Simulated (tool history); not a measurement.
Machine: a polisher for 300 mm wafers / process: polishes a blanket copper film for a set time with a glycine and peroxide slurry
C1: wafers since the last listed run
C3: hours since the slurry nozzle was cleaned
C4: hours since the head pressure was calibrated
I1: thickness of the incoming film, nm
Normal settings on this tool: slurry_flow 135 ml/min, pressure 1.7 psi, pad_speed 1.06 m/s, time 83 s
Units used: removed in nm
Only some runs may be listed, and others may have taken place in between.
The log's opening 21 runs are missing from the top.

{"run": 22, "hour": 231.9, "slurry_flow": 135, "pressure": 1.7, "pad_speed": 1.06, "time": 83, "C1": 90, "wafers polished on this pad": 161, "C3": 376.1, "C4": 150.2, "I1": 1137.7, "removed": 436.2}
{"hour": 236.2, "done": "head pressure recalibrated, repeated, since the last time left the tool worse"}
{"run": 23, "hour": 245.7, "slurry_flow": 150, "pressure": 1.7, "pad_speed": 0.74, "time": 83, "C1": 109, "wafers polished on this pad": 271, "C3": 389.9, "C4": 9.5, "I1": 1129.3, "removed": 322.4}
{"run": 24, "hour": 256.3, "slurry_flow": 135, "pressure": 1.7, "pad_speed": 1.06, "time": 56, "C1": 98, "wafers polished on this pad": 369, "C3": 400.5, "C4": 20.1, "I1": 1147.5, "removed": 268.2}
{"hour": 291.7, "done": "slurry nozzle cleaned"}
{"run": 25, "hour": 294.0, "slurry_flow": 135, "pressure": 1.7, "pad_speed": 1.06, "time": 83, "C1": 340, "wafers polished on this pad": 710, "C3": 2.3, "C4": 57.8, "I1": 1149.7, "removed": 393.8}
{"run": 26, "hour": 310.2, "slurry_flow": 135, "pressure": 1.7, "pad_speed": 1.06, "time": 83, "C1": 150, "wafers polished on this pad": 860, "C3": 18.5, "C4": 74.0, "I1": 1167.9, "removed": 394.9}
{"run": 27, "hour": 321.8, "slurry_flow": 135, "pressure": 1.7, "pad_speed": 1.06, "time": 59, "C1": 107, "wafers polished on this pad": 968, "C3": 30.1, "C4": 85.6, "I1": 1146.2, "removed": 283.8}
{"run": 28, "hour": 334.1, "slurry_flow": 135, "pressure": 2.1, "pad_speed": 1.32, "time": 71, "C1": 114, "wafers polished on this pad": 1082, "C3": 42.4, "C4": 97.9, "I1": 1144.1, "removed": 461.3}
{"hour": 346.9, "done": "worn pad replaced by a new one"}
{"run": 29, "hour": 353.7, "slurry_flow": 135, "pressure": 2.1, "pad_speed": 1.06, "time": 59, "C1": 144, "wafers polished on this pad": 63, "C3": 62.0, "C4": 117.5, "I1": 1150.7, "removed": 331.9}
{"run": 30, "hour": 362.2, "slurry_flow": 120, "pressure": 1.5, "pad_speed": 0.8, "time": 83, "C1": 78, "wafers polished on this pad": 142, "C3": 70.5, "C4": 126.0, "I1": 1158.8, "removed": 306.7}
{"run": 31, "hour": 379.7, "slurry_flow": 135, "pressure": 1.1, "pad_speed": 1.06, "time": 92, "C1": 162, "wafers polished on this pad": 304, "C3": 88.0, "C4": 143.5, "I1": 1161.2, "removed": 340.4}
{"run": 32, "hour": 390.8, "slurry_flow": 135, "pressure": 2.1, "pad_speed": 1.3, "time": 104, "C1": 103, "wafers polished on this pad": 407, "C3": 99.1, "C4": 154.6, "I1": 1141.9, "removed": 675.2}
{"run": 33, "hour": 405.3, "slurry_flow": 135, "pressure": 1.7, "pad_speed": 1.06, "time": 83, "C1": 134, "wafers polished on this pad": 542, "C3": 113.6, "C4": 169.1, "I1": 1143.3, "removed": 396.2}
{"run": 34, "hour": 420.1, "slurry_flow": 135, "pressure": 2.0, "pad_speed": 1.06, "time": 83, "C1": 137, "wafers polished on this pad": 679, "C3": 128.4, "C4": 183.9, "I1": 1156.7, "removed": 452.3}
{"run": 35, "hour": 436.5, "slurry_flow": 135, "pressure": 2.3, "pad_speed": 1.06, "time": 108, "C1": 152, "wafers polished on this pad": 832, "C3": 144.8, "C4": 200.3, "I1": 1160.7, "removed": 648.7}
{"run": 36, "hour": 454.2, "slurry_flow": 135, "pressure": 1.7, "pad_speed": 1.06, "time": 83, "C1": 164, "wafers polished on this pad": 996, "C3": 162.5, "C4": 218.0, "I1": 1159.5, "removed": 388.9}
{"run": 37, "hour": 464.4, "slurry_flow": 135, "pressure": 1.7, "pad_speed": 1.06, "time": 83, "C1": 94, "wafers polished on this pad": 1091, "C3": 172.7, "C4": 228.2, "I1": 1138.8, "removed": 404.0}

Branching from run 37: 4 alternative next runs. What would each branch give?
{"run": "A", "hour": 464.9, "slurry_flow": 135, "pressure": 1.7, "pad_speed": 1.06, "time": 83, "C1": 4, "wafers polished on this pad": 1095, "C3": 173.2, "C4": 228.7, "I1": 1172.4, "removed": "?"}
{"run": "B", "hour": 464.9, "slurry_flow": 115, "pressure": 1.7, "pad_speed": 1.06, "time": 83, "C1": 4, "wafers polished on this pad": 1095, "C3": 173.2, "C4": 228.7, "I1": 1172.4, "removed": "?"}
{"run": "C", "hour": 464.9, "slurry_flow": 155, "pressure": 1.4, "pad_speed": 1.18, "time": 83, "C1": 4, "wafers polished on this pad": 1095, "C3": 173.2, "C4": 228.7, "I1": 1172.4, "removed": "?"}
{"run": "D", "hour": 464.9, "slurry_flow": 135, "pressure": 1.7, "pad_speed": 1.3, "time": 83, "C1": 4, "wafers polished on this pad": 1095, "C3": 173.2, "C4": 228.7, "I1": 1172.4, "removed": "?"}

run=A removed=392.0
run=B removed=378.9
run=C removed=379.1
run=D removed=452.6
Without the tool's unlogged condition, the same runs would have read:
run=A removed=392.4
run=B removed=379.3
run=C removed=379.5
run=D removed=453.1
